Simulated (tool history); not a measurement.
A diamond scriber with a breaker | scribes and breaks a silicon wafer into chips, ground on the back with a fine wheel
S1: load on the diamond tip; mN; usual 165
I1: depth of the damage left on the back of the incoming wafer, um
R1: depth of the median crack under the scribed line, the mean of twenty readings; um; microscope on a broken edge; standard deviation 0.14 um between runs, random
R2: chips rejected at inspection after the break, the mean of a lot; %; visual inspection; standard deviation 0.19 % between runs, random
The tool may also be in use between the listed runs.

{"run": 1, "hour": 0.0, "S1": 165, "I1": 2.51, "R1": 9.19, "R2": 4.16}
{"run": 2, "hour": 29.0, "S1": 165, "I1": 1.9, "R1": 9.54, "R2": 3.26}
{"run": 3, "hour": 46.0, "S1": 186, "I1": 1.89, "R1": 10.07, "R2": 2.88}
{"run": 4, "hour": 65.7, "S1": 130, "I1": 1.88, "R1": 7.74, "R2": 16.84}
{"run": 5, "hour": 150.5, "S1": 130, "I1": 1.63, "R1": 7.58, "R2": 16.78}
{"run": 6, "hour": 177.9, "S1": 165, "I1": 1.69, "R1": 9.17, "R2": 3.69}
{"run": 7, "hour": 199.3, "S1": 165, "I1": 2.79, "R1": 8.98, "R2": 5.27}
{"run": 8, "hour": 224.7, "S1": 201, "I1": 2.31, "R1": 10.37, "R2": 4.29}
{"run": 9, "hour": 242.2, "S1": 165, "I1": 2.16, "R1": 8.92, "R2": 4.74}
{"hour": 249.4, "done": "load on the tip recalibrated"}
{"run": 10, "hour": 272.0, "S1": 134, "I1": 1.82, "R1": 7.57, "R2": 17.75}
{"run": 11, "hour": 297.6, "S1": 208, "I1": 1.7, "R1": 10.6, "R2": 3.68}
{"run": 12, "hour": 332.9, "S1": 195, "I1": 2.63, "R1": 9.91, "R2": 3.59}
{"hour": 344.1, "done": "diamond tip replaced by a new one"}
{"run": 13, "hour": 430.2, "S1": 193, "I1": 2.14, "R1": 10.98, "R2": 4.7}
{"run": 14, "hour": 451.5, "S1": 165, "I1": 1.55, "R1": 9.64, "R2": 2.22}
{"run": 15, "hour": 482.6, "S1": 165, "I1": 2.6, "R1": 9.48, "R2": 3.64}

Forecast each of these 4 alternatives for the next run:
{"run": "A", "hour": 483.2, "S1": 165, "I1": 1.89, "R1": "?", "R2": "?"}
{"run": "B", "hour": 483.2, "S1": 183, "I1": 1.89, "R1": "?", "R2": "?"}
{"run": "C", "hour": 483.2, "S1": 131, "I1": 1.89, "R1": "?", "R2": "?"}
{"run": "D", "hour": 483.2, "S1": 178, "I1": 1.89, "R1": "?", "R2": "?"}

run=A R1=9.58 R2=2.59
run=B R1=10.34 R2=3.27
run=C R1=8.04 R2=14.13
run=D R1=10.13 R2=2.73
Without the tool's hidden state the same runs would have given:
run=A R1=9.78 R2=2.41
run=B R1=10.57 R2=4.11
run=C R1=8.21 R2=11.85
run=D R1=10.35 R2=3.3

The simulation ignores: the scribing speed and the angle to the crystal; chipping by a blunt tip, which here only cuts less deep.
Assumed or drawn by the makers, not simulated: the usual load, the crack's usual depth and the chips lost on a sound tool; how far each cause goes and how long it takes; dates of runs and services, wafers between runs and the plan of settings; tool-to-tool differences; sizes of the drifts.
